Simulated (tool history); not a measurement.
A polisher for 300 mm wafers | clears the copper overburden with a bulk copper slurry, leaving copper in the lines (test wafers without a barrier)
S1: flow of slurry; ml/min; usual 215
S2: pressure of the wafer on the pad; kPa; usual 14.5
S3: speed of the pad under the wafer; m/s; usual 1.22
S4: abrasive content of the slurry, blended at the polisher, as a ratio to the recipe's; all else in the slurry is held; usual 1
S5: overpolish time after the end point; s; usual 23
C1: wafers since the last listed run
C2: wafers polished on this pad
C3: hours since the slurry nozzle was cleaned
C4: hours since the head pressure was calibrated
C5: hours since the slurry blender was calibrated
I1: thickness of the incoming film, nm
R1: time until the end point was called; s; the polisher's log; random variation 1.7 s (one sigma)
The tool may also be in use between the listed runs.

{"run": 1, "hour": 0.0, "S1": 215, "S2": 14.5, "S3": 1.22, "S4": 1, "S5": 23, "C1": 0, "C2": 82, "C3": 199.2, "C4": 1017.1, "C5": 7.4, "I1": 710.2, "R1": 84.8}
{"run": 2, "hour": 28.3, "S1": 215, "S2": 14.5, "S3": 1.22, "S4": 1, "S5": 23, "C1": 169, "C2": 252, "C3": 227.5, "C4": 1045.4, "C5": 35.7, "I1": 704, "R1": 86.9}
{"run": 3, "hour": 50.8, "S1": 215, "S2": 14.5, "S3": 1.22, "S4": 1, "S5": 23, "C1": 134, "C2": 387, "C3": 250, "C4": 1067.9, "C5": 58.2, "I1": 714.4, "R1": 90.7}
{"run": 4, "hour": 84.0, "S1": 215, "S2": 14.5, "S3": 1.22, "S4": 1, "S5": 23, "C1": 199, "C2": 586, "C3": 283.2, "C4": 1101.1, "C5": 91.4, "I1": 719.2, "R1": 94.3}
{"run": 5, "hour": 109.8, "S1": 215, "S2": 14.5, "S3": 1.22, "S4": 1, "S5": 23, "C1": 154, "C2": 740, "C3": 309, "C4": 1126.9, "C5": 117.2, "I1": 715, "R1": 94.1}
{"hour": 126.3, "done": "slurry blender recalibrated"}
{"run": 6, "hour": 137.0, "S1": 215, "S2": 14.5, "S3": 1.22, "S4": 0.9, "S5": 23, "C1": 151, "C2": 891, "C3": 336.2, "C4": 1154.1, "C5": 10.7, "I1": 728.4, "R1": 98.4}
{"run": 7, "hour": 167.5, "S1": 215, "S2": 14.5, "S3": 1.22, "S4": 0.9, "S5": 23, "C1": 182, "C2": 1074, "C3": 366.7, "C4": 1184.6, "C5": 41.2, "I1": 716, "R1": 98.7}
{"run": 8, "hour": 182.1, "S1": 215, "S2": 14.5, "S3": 1.22, "S4": 0.9, "S5": 23, "C1": 87, "C2": 1162, "C3": 381.3, "C4": 1199.2, "C5": 55.8, "I1": 717.3, "R1": 101.3}
{"run": 9, "hour": 214.0, "S1": 215, "S2": 14.5, "S3": 1.22, "S4": 1, "S5": 23, "C1": 191, "C2": 1353, "C3": 413.2, "C4": 1231.1, "C5": 87.7, "I1": 720.8, "R1": 95.4}
{"hour": 238.7, "done": "worn pad replaced by a new one"}
{"run": 10, "hour": 241.2, "S1": 215, "S2": 14.5, "S3": 1.22, "S4": 1, "S5": 23, "C1": 139, "C2": 15, "C3": 440.4, "C4": 1258.3, "C5": 114.9, "I1": 715.7, "R1": 88.4}
{"hour": 257.2, "done": "slurry blender recalibrated"}
{"run": 11, "hour": 263.9, "S1": 215, "S2": 14.5, "S3": 1.22, "S4": 1, "S5": 23, "C1": 124, "C2": 139, "C3": 463.1, "C4": 1281, "C5": 6.7, "I1": 715.2, "R1": 87.6}
{"run": 12, "hour": 293.3, "S1": 215, "S2": 14.5, "S3": 1.22, "S4": 1, "S5": 23, "C1": 176, "C2": 315, "C3": 492.5, "C4": 1310.4, "C5": 36.1, "I1": 723.3, "R1": 90.6}
{"run": 13, "hour": 309.4, "S1": 215, "S2": 14.5, "S3": 1.22, "S4": 1, "S5": 23, "C1": 96, "C2": 412, "C3": 508.6, "C4": 1326.5, "C5": 52.2, "I1": 723.5, "R1": 95.4}
{"run": 14, "hour": 323.5, "S1": 270, "S2": 14.5, "S3": 1.22, "S4": 1.15, "S5": 23, "C1": 84, "C2": 496, "C3": 522.7, "C4": 1340.6, "C5": 66.3, "I1": 718.1, "R1": 90}
{"hour": 347.0, "done": "slurry nozzle cleaned"}
{"run": 15, "hour": 356.1, "S1": 215, "S2": 14.5, "S3": 1.22, "S4": 1, "S5": 23, "C1": 189, "C2": 686, "C3": 9.1, "C4": 1373.2, "C5": 98.9, "I1": 712.7, "R1": 93.4}
{"run": 16, "hour": 382.0, "S1": 270, "S2": 14.5, "S3": 1.22, "S4": 1.15, "S5": 23, "C1": 155, "C2": 841, "C3": 35, "C4": 1399.1, "C5": 124.8, "I1": 709.3, "R1": 91.2}
{"hour": 392.7, "done": "slurry blender recalibrated"}
{"run": 17, "hour": 399.9, "S1": 175, "S2": 14.5, "S3": 1.22, "S4": 1, "S5": 23, "C1": 95, "C2": 936, "C3": 52.9, "C4": 1417, "C5": 7.2, "I1": 715, "R1": 102.7}
{"run": 18, "hour": 423.2, "S1": 185, "S2": 14.5, "S3": 0.9, "S4": 1, "S5": 27, "C1": 139, "C2": 1076, "C3": 76.2, "C4": 1440.3, "C5": 30.5, "I1": 716.9, "R1": 139.8}
{"run": 19, "hour": 449.9, "S1": 215, "S2": 14.5, "S3": 1.56, "S4": 1, "S5": 23, "C1": 160, "C2": 1236, "C3": 102.9, "C4": 1467, "C5": 57.2, "I1": 717.6, "R1": 75.6}
{"hour": 466.5, "done": "worn pad replaced by a new one"}
{"hour": 495.2, "done": "head pressure recalibrated"}
{"run": 20, "hour": 535.7, "S1": 215, "S2": 14.5, "S3": 1.22, "S4": 1.15, "S5": 23, "C1": 478, "C2": 402, "C3": 188.7, "C4": 40.5, "C5": 143, "I1": 723.2, "R1": 90.2}
{"hour": 543.3, "done": "slurry blender recalibrated"}
{"run": 21, "hour": 553.4, "S1": 285, "S2": 14.5, "S3": 1.22, "S4": 1, "S5": 23, "C1": 94, "C2": 496, "C3": 206.4, "C4": 58.2, "C5": 10.1, "I1": 713.8, "R1": 88.5}
{"run": 22, "hour": 584.8, "S1": 215, "S2": 14.5, "S3": 1.22, "S4": 1, "S5": 23, "C1": 188, "C2": 685, "C3": 237.8, "C4": 89.6, "C5": 41.5, "I1": 718.5, "R1": 95.5}
{"run": 23, "hour": 601.8, "S1": 215, "S2": 19.3, "S3": 1.22, "S4": 1, "S5": 23, "C1": 101, "C2": 787, "C3": 254.8, "C4": 106.6, "C5": 58.5, "I1": 711.2, "R1": 71.3}
{"run": 24, "hour": 635.1, "S1": 215, "S2": 14.5, "S3": 1.22, "S4": 1, "S5": 23, "C1": 199, "C2": 986, "C3": 288.1, "C4": 139.9, "C5": 91.8, "I1": 719, "R1": 95}
{"run": 25, "hour": 664.9, "S1": 215, "S2": 12.4, "S3": 1.04, "S4": 0.9, "S5": 30, "C1": 178, "C2": 1165, "C3": 317.9, "C4": 169.7, "C5": 121.6, "I1": 715.2, "R1": 131.8}
{"hour": 682.3, "done": "slurry blender recalibrated"}
{"hour": 692.1, "done": "worn pad replaced by a new one"}
{"run": 26, "hour": 698.6, "S1": 215, "S2": 17.9, "S3": 1.22, "S4": 1, "S5": 12, "C1": 166, "C2": 38, "C3": 351.6, "C4": 203.4, "C5": 16.3, "I1": 730.4, "R1": 70.6}
{"run": 27, "hour": 730.8, "S1": 150, "S2": 14.5, "S3": 1.22, "S4": 0.9, "S5": 23, "C1": 193, "C2": 232, "C3": 383.8, "C4": 235.6, "C5": 48.5, "I1": 723.1, "R1": 96.2}

The same runs without the tool's hidden state, with the same run-to-run variation:
The hidden state here: removal rate lost through wear of the pad, %; slurry flow missing at the pad, %; deviation of the head's pressure from its setpoint, %; abrasive missing from the slurry, %.
run=1 R1=82.4
run=2 R1=81.7
run=3 R1=83.7
run=4 R1=85.2
run=5 R1=84.1
run=6 R1=87.3
run=7 R1=87
run=8 R1=89
run=9 R1=83.5
run=10 R1=86.1
run=11 R1=82.5
run=12 R1=82.7
run=13 R1=86
run=14 R1=80.4
run=15 R1=82.1
run=16 R1=79.4
run=17 R1=89
run=18 R1=120.6
run=19 R1=65
run=20 R1=82.8
run=21 R1=80.4
run=22 R1=85.4
run=23 R1=63.3
run=24 R1=83.7
run=25 R1=115.6
run=26 R1=69.9
run=27 R1=91.3
